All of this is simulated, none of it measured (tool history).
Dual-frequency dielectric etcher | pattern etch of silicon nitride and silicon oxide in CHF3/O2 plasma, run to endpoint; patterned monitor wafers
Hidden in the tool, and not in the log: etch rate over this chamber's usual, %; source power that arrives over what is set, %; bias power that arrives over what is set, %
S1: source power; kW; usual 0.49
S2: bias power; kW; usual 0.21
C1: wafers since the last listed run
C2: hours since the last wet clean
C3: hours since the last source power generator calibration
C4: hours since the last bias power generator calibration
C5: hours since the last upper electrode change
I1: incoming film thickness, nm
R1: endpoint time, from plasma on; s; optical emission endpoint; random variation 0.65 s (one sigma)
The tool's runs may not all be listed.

run,day,S1,S2,C1,C2,C3,C4,C5,I1,R1
1,0,0.45,0.17,0,572,1780.1,1436.6,2226.3,298.1,242.7
2,0.675,0.55,0.21,74,588.2,1796.3,1452.8,2242.5,297,209.7
3,0.95,0.49,0.21,30,594.8,1802.9,1459.4,2249.1,299.2,224.9
4,1.683,0.49,0.21,80,612.4,1820.5,1477,2266.7,300.5,225
5,2,0.49,0.21,34,620,1828.1,1484.6,2274.3,299.5,225.6
6,2.308,0.49,0.192,34,627.4,1835.5,1492,2281.7,301,230
7,2.879,0.49,0.192,62,641.1,1849.2,1505.7,2295.4,300.1,229.8
8,3.325,0.49,0.192,49,651.8,1859.9,1516.4,2306.1,299.3,228.9
9,3.688,0.49,0.191,39,660.5,1868.6,1525.1,2314.8,297.8,228.2
# day 4.396: source power generator calibrated
10,4.417,0.49,0.21,62,678,0.5,1542.6,2332.3,298.7,225.3
# day 4.825: bias power generator calibrated
11,4.892,0.49,0.21,34,689.4,11.9,1.6,2343.7,296.4,223.7
12,5.362,0.49,0.21,51,700.7,23.2,12.9,2355,300.3,227.9
13,5.75,0.43,0.21,42,710,32.5,22.2,2364.3,300.4,242.9
14,6.138,0.53,0.255,42,719.3,41.8,31.5,2373.6,301.3,210.8
# day 7.262: wet clean of the chamber
# day 8.108: upper electrode replaced
15,8.129,0.49,0.21,16,20.8,89.6,79.3,0.5,300.8,215.8
16,8.142,0.49,0.21,1,21.1,89.9,79.6,0.8,297.9,215.1
17,8.204,0.49,0.256,6,22.6,91.4,81.1,2.3,299.2,207.2
18,8.554,0.4,0.21,38,31,99.8,89.5,10.7,302,242.5
19,9.129,0.49,0.226,63,44.8,113.6,103.3,24.5,303,215.7
20,9.508,0.49,0.234,41,53.9,122.7,112.4,33.6,299.4,212.8
21,10.096,0.4,0.195,64,68,136.8,126.5,47.7,297.4,243.2
22,10.808,0.49,0.21,78,85.1,153.9,143.6,64.8,300.4,218
23,11.288,0.49,0.185,52,96.6,165.4,155.1,76.3,302.1,224.7
24,11.796,0.56,0.185,56,108.8,177.6,167.3,88.5,304.8,211.7
25,12.417,0.56,0.228,68,123.7,192.5,182.2,103.4,297.8,200.2

The same runs without the tool's hidden state, with the same run-to-run variation:
run,R1
1,233.2
2,201.3
3,215.7
4,215.6
5,216.1
6,220.1
7,219.7
8,218.7
9,217.9
10,214.9
11,213.3
12,217.1
13,231.2
14,200.6
15,215.5
16,214.8
17,206.9
18,242
19,215.1
20,212.1
21,242.1
22,216.8
23,223.3
24,210.2
25,198.6
